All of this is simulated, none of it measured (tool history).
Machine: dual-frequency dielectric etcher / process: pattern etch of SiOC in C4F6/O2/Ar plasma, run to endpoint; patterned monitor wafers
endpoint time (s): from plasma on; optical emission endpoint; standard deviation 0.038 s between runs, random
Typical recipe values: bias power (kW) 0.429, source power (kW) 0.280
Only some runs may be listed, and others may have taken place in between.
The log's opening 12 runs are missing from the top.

run,hour,bias power (kW),source power (kW),"incoming incoming film thickness, nm",endpoint time (s)
13,389.8,0.429,0.280,33.53,12.7
14,404.9,0.429,0.280,33.85,12.9
15,431.1,0.375,0.280,33.99,13.5
16,444.6,0.375,0.280,33.61,13.3
# hour 462.4: bias power generator calibrated
17,478.7,0.375,0.280,34.16,13.5
18,508.7,0.429,0.280,33.85,13.0
19,528.7,0.429,0.280,33.81,12.9
20,557.1,0.344,0.320,33.90,13.2
21,570.6,0.522,0.340,33.75,11.3
22,590.7,0.429,0.280,33.79,12.9
23,619.6,0.479,0.300,33.85,12.2
# hour 634.6: source power generator calibrated
24,650.4,0.512,0.260,33.92,12.7
25,679.8,0.336,0.220,33.98,15.4
26,695.1,0.429,0.280,33.70,13.0
27,714.0,0.429,0.260,33.73,13.4
28,735.7,0.482,0.340,33.48,11.4
29,758.6,0.429,0.280,33.77,13.0
30,793.9,0.350,0.300,34.16,13.6
31,809.9,0.504,0.330,33.94,11.6
32,828.5,0.469,0.230,33.70,13.6
33,846.8,0.377,0.260,33.97,14.0
34,859.7,0.362,0.280,33.89,13.7

Consider 3 possible next runs. They are alternatives, not a sequence: every one starts from the tool as it was left by run 34. What does each give?
A,860.1,0.490,0.280,33.68,?
B,860.1,0.354,0.310,33.68,?
C,860.1,0.479,0.210,33.68,?

run,endpoint time (s)
A,12.4
B,13.2
C,14.0
Stripped of hidden state, with their random variation kept, the same runs would have yielded:
run,endpoint time (s)
A,12.2
B,12.9
C,13.8

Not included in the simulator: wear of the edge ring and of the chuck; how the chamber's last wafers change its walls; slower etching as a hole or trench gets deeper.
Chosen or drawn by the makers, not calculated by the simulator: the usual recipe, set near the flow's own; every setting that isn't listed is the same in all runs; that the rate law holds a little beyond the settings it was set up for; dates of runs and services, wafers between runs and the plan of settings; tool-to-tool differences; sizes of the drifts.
